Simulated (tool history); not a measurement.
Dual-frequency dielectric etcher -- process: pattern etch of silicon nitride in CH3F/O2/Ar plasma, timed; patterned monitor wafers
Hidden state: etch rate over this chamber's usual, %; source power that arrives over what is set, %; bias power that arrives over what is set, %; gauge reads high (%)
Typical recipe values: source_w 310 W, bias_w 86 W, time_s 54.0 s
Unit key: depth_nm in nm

| run | hour | source_w | bias_w | time_s | wafers since the last listed run | hours since the last wet clean | hours since the last source power generator calibration | hours since the last bias power generator calibration | hours since the last upper electrode change | hours since the gauge calibration | read-back reference wafer on the same gauge, depth_nm | depth_nm |
|---|---|---|---|---|---|---|---|---|---|---|---|---|
| 1 | 0.0 | 340 | 86 | 54.0 | 0 | 438.4 | 1543.6 | 1773.9 | 1789.1 | 231.6 | 43.17 | 38.35 |
| 2 | 30.5 | 310 | 86 | 50.5 | 376 | 468.9 | 1574.1 | 1804.4 | 1819.6 | 262.1 | 43.23 | 34.63 |
| 3 | 43.0 | 310 | 86 | 54.0 | 154 | 481.4 | 1586.6 | 1816.9 | 1832.1 | 274.6 | 43.16 | 36.88 |
| 4 | 69.7 | 310 | 86 | 54.0 | 329 | 508.1 | 1613.3 | 1843.6 | 1858.8 | 301.3 | 43.20 | 36.58 |
| 5 | 87.2 | 310 | 86 | 54.0 | 216 | 525.6 | 1630.8 | 1861.1 | 1876.3 | 318.8 | 43.19 | 36.76 |
| 6 | 117.2 | 310 | 86 | 54.0 | 370 | 555.6 | 1660.8 | 1891.1 | 1906.3 | 348.8 | 43.17 | 36.65 |
| 7 | 130.3 | 310 | 86 | 54.0 | 161 | 568.7 | 1673.9 | 1904.2 | 1919.4 | 361.9 | 43.21 | 36.62 |
| 8 | 151.6 | 310 | 86 | 54.0 | 263 | 590.0 | 1695.2 | 1925.5 | 1940.7 | 383.2 | 43.26 | 36.92 |
| 9 | 169.2 | 310 | 86 | 46.5 | 217 | 607.6 | 1712.8 | 1943.1 | 1958.3 | 400.8 | 43.07 | 31.54 |
| 10 | 189.4 | 310 | 86 | 46.5 | 249 | 627.8 | 1733.0 | 1963.3 | 1978.5 | 421.0 | 43.18 | 31.59 |
|  | 228.3 | wet clean of the chamber |
| 11 | 228.8 | 310 | 86 | 46.5 | 190 | 0.5 | 1772.4 | 2002.7 | 2017.9 | 460.4 | 43.27 | 32.49 |
| 12 | 229.1 | 310 | 86 | 45.5 | 3 | 0.8 | 1772.7 | 2003.0 | 2018.2 | 460.7 | 43.08 | 31.55 |
| 13 | 324.0 | 310 | 86 | 45.5 | 1172 | 95.7 | 1867.6 | 2097.9 | 2113.1 | 555.6 | 43.18 | 31.36 |
|  | 329.6 | bias power generator calibrated |
|  | 338.5 | source power generator calibrated |
| 14 | 351.1 | 310 | 86 | 54.0 | 235 | 122.8 | 12.6 | 21.5 | 2140.2 | 582.7 | 43.15 | 37.42 |
| 15 | 367.8 | 290 | 104 | 54.0 | 206 | 139.5 | 29.3 | 38.2 | 2156.9 | 599.4 | 43.20 | 39.73 |
| 16 | 388.2 | 270 | 94 | 54.0 | 251 | 159.9 | 49.7 | 58.6 | 2177.3 | 619.8 | 43.18 | 36.81 |
| 17 | 411.1 | 240 | 93 | 66.0 | 282 | 182.8 | 72.6 | 81.5 | 2200.2 | 642.7 | 43.19 | 42.94 |
| 18 | 424.6 | 310 | 86 | 54.0 | 166 | 196.3 | 86.1 | 95.0 | 2213.7 | 656.2 | 43.13 | 37.02 |
| 19 | 441.4 | 360 | 107 | 62.5 | 207 | 213.1 | 102.9 | 111.8 | 2230.5 | 673.0 | 43.21 | 50.24 |
| 20 | 455.4 | 310 | 86 | 54.0 | 172 | 227.1 | 116.9 | 125.8 | 2244.5 | 687.0 | 43.17 | 37.50 |
|  | 490.8 | upper electrode replaced |
| 21 | 491.3 | 280 | 106 | 54.0 | 146 | 263.0 | 152.8 | 161.7 | 0.5 | 722.9 | 43.15 | 39.16 |
|  | 496.1 | gauge calibrated |
| 22 | 510.1 | 310 | 86 | 54.0 | 232 | 281.8 | 171.6 | 180.5 | 19.3 | 14.0 | 43.11 | 36.98 |
| 23 | 538.0 | 310 | 104 | 54.0 | 344 | 309.7 | 199.5 | 208.4 | 47.2 | 41.9 | 43.22 | 40.22 |
| 24 | 569.1 | 330 | 98 | 41.0 | 384 | 340.8 | 230.6 | 239.5 | 78.3 | 73.0 | 43.19 | 30.39 |
| 25 | 605.1 | 310 | 86 | 54.0 | 444 | 376.8 | 266.6 | 275.5 | 114.3 | 109.0 | 43.25 | 37.07 |
| 26 | 620.6 | 310 | 104 | 63.5 | 191 | 392.3 | 282.1 | 291.0 | 129.8 | 124.5 | 43.23 | 47.58 |

Forecast each of these 5 alternatives for the next run:
| A | 621.0 | 310 | 86 | 54.0 | 4 | 392.7 | 282.5 | 291.4 | 130.2 | 124.9 | ? | ? |
| B | 621.0 | 310 | 86 | 69.5 | 4 | 392.7 | 282.5 | 291.4 | 130.2 | 124.9 | ? | ? |
| C | 621.0 | 310 | 86 | 61.0 | 4 | 392.7 | 282.5 | 291.4 | 130.2 | 124.9 | ? | ? |
| D | 621.0 | 230 | 94 | 47.0 | 4 | 392.7 | 282.5 | 291.4 | 130.2 | 124.9 | ? | ? |
| E | 621.0 | 310 | 106 | 60.0 | 4 | 392.7 | 282.5 | 291.4 | 130.2 | 124.9 | ? | ? |

| run | read-back reference wafer on the same gauge, depth_nm | depth_nm |
|---|---|---|
| A | 43.21 | 36.76 |
| B | 43.21 | 47.32 |
| C | 43.21 | 41.53 |
| D | 43.21 | 29.94 |
| E | 43.21 | 44.63 |
What these runs would have given with no unlogged condition in the tool:
| run | depth_nm |
|---|---|
| A | 37.43 |
| B | 48.17 |
| C | 42.28 |
| D | 30.48 |
| E | 45.44 |
